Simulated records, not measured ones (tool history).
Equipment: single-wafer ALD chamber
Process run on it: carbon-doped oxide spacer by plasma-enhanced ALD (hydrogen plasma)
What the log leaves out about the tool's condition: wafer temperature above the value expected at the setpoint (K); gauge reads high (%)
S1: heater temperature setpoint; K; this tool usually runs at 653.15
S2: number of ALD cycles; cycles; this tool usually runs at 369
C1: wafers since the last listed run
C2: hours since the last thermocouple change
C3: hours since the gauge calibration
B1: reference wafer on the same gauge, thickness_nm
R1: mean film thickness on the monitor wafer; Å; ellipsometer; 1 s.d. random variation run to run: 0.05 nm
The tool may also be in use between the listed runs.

run	day	S1	S2	C1	C2	C3	B1	R1
1	0	659.15	369	0	763.4	572.4	20.346	200.06
2	1.967	659.15	369	33	810.6	619.6	20.345	199.64
3	3.546	653.15	369	27	848.5	657.5	20.366	200.84
4	7.304	653.15	369	64	938.7	747.7	20.39	200.47
5	9.646	653.15	369	40	994.9	803.9	20.456	201.22
6	13.45	653.15	402	65	1086.2	895.2	20.476	219.38
7	15.921	653.15	402	42	1145.5	954.5	20.512	220.32
8	20.212	653.15	402	74	1248.5	1057.5	20.597	219.49
9	22.3	653.15	354	36	1298.6	1107.6	20.644	194.65
10	25.588	653.15	354	56	1377.5	1186.5	20.663	194.37
11	27.179	641.15	317	27	1415.7	1224.7	20.724	173.96
# day 28.375: gauge calibrated
12	29.304	659.15	308	36	1466.7	22.3	20.188	165.05
# day 30.679: thermocouple changed; heater temperature recalibrated
13	33.804	653.15	402	71	75	130.3	20.18	215.91
14	38.1	647.15	417	74	178.1	233.4	20.209	224.87
15	42.183	660.15	403	70	276.1	331.4	20.224	217.86
16	44.467	653.15	422	39	330.9	386.2	20.219	226.1

Expected results for the next run?
17	48.433	664.15	394	68	426.1	481.4	?	?

Run 17 came out at B1 20.238, R1 212.49 Å.
Without the tool's hidden state the same run would have given R1 211.95 Å.
